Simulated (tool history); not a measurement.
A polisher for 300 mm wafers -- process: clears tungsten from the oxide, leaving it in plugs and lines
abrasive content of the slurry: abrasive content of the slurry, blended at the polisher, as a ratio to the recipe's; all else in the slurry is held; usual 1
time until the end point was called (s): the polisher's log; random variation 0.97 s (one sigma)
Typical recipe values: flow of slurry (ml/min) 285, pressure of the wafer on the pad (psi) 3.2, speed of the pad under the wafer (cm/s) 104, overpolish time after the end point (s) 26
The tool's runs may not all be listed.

| run | day | flow of slurry (ml/min) | pressure of the wafer on the pad (psi) | speed of the pad under the wafer (cm/s) | abrasive content of the slurry | overpolish time after the end point (s) | incoming thickness of the incoming film, nm | time until the end point was called (s) |
|---|---|---|---|---|---|---|---|---|
| 1 | 0 | 285 | 3.2 | 104 | 1 | 17 | 291.4 | 76.4 |
| 2 | 2.325 | 285 | 3.2 | 104 | 1 | 26 | 294.9 | 77.2 |
| 3 | 4.896 | 285 | 3.2 | 104 | 1 | 26 | 297.3 | 78.4 |
| 4 | 7.525 | 285 | 3.2 | 88 | 1 | 26 | 291.8 | 88.5 |
| 5 | 11.312 | 285 | 3.2 | 88 | 1 | 26 | 295.6 | 93 |
|  | 12.692 | slurry tank refilled with fresh slurry and peroxide |
| 6 | 14.838 | 285 | 3.2 | 118 | 1 | 26 | 294.2 | 63.7 |
| 7 | 17.021 | 285 | 3.2 | 122 | 1.1 | 15 | 293.3 | 61 |
|  | 18.383 | worn pad replaced by a new one |
| 8 | 19.75 | 285 | 3.2 | 104 | 1 | 26 | 293.7 | 73.8 |
|  | 20.029 | slurry blender recalibrated |
| 9 | 23.758 | 285 | 3.8 | 104 | 1.15 | 14 | 293.3 | 61.6 |
|  | 26.004 | slurry nozzle cleaned |
| 10 | 26.704 | 240 | 4.3 | 104 | 1.25 | 30 | 294.6 | 56 |
| 11 | 29.296 | 285 | 2.4 | 104 | 1 | 19 | 296.4 | 96.9 |
| 12 | 38.342 | 285 | 3.8 | 132 | 0.8 | 38 | 294.3 | 54.6 |
|  | 41.346 | slurry tank refilled with fresh slurry and peroxide |
|  | 42.629 | head pressure recalibrated |
| 13 | 43.029 | 285 | 2.6 | 104 | 1 | 35 | 298.4 | 94.3 |
| 14 | 45.025 | 285 | 3.2 | 138 | 1.1 | 26 | 296 | 59.6 |
|  | 47.408 | slurry blender recalibrated |
| 15 | 47.742 | 350 | 3.2 | 104 | 1 | 26 | 292.6 | 76.7 |
|  | 49.375 | worn pad replaced by a new one |
| 16 | 52.133 | 285 | 3.2 | 104 | 1 | 26 | 292.9 | 76 |
|  | 55.317 | slurry nozzle cleaned |
| 17 | 56.571 | 250 | 3.2 | 104 | 1 | 26 | 295 | 79.5 |
| 18 | 59.829 | 250 | 4.3 | 86 | 0.75 | 26 | 296.6 | 73.9 |
| 19 | 63.712 | 285 | 3.2 | 104 | 1 | 26 | 295.2 | 77.2 |
|  | 68.817 | slurry tank refilled with fresh slurry and peroxide |
| 20 | 72.662 | 285 | 3.6 | 104 | 1 | 30 | 294.7 | 64.2 |
| 21 | 76.154 | 285 | 3.2 | 104 | 1 | 26 | 295.4 | 73.9 |
|  | 79.246 | slurry blender recalibrated |
| 22 | 79.992 | 285 | 3.2 | 104 | 1 | 20 | 289.8 | 71.6 |
|  | 80.5 | worn pad replaced by a new one |
| 23 | 83.629 | 285 | 3.2 | 104 | 1 | 26 | 290.3 | 73.4 |
| 24 | 86.754 | 285 | 3.2 | 104 | 1.2 | 26 | 290.9 | 71.7 |
|  | 89.571 | slurry nozzle cleaned |
| 25 | 90.671 | 285 | 3.2 | 104 | 1.3 | 15 | 291.3 | 72.3 |
| 26 | 93.308 | 285 | 4.1 | 134 | 1 | 26 | 291.2 | 47.2 |

What the log doesn't show, run by run:
removal rate lost through wear of the pad, %: 0, the same for each run
slurry flow missing at the pad, %: 0, the same for each run
abrasive missing from the slurry, %: 0, the same for each run
H1: deviation of the head's pressure from its setpoint, %
H2: peroxide lost from the slurry, %
| run | H1 | H2 |
|---|---|---|
| 1 | 4.39 | 16 |
| 2 | 4.86 | 17.5 |
| 3 | 5.32 | 19.2 |
| 4 | 5.73 | 21 |
| 5 | 6.23 | 23.5 |
| 6 | 6.62 | 4.52 |
| 7 | 6.83 | 5.98 |
| 8 | 7.05 | 7.79 |
| 9 | 7.33 | 10.5 |
| 10 | 7.51 | 12.4 |
| 11 | 7.64 | 14.1 |
| 12 | 7.98 | 20.2 |
| 13 | 0.163 | 2.98 |
| 14 | 0.884 | 4.31 |
| 15 | 1.75 | 6.11 |
| 16 | 2.92 | 9.04 |
| 17 | 3.86 | 12 |
| 18 | 4.43 | 14.2 |
| 19 | 4.99 | 16.7 |
| 20 | 5.92 | 3.35 |
| 21 | 6.18 | 5.68 |
| 22 | 6.42 | 8.23 |
| 23 | 6.61 | 10.7 |
| 24 | 6.74 | 12.7 |
| 25 | 6.88 | 15.3 |
| 26 | 6.96 | 17.1 |
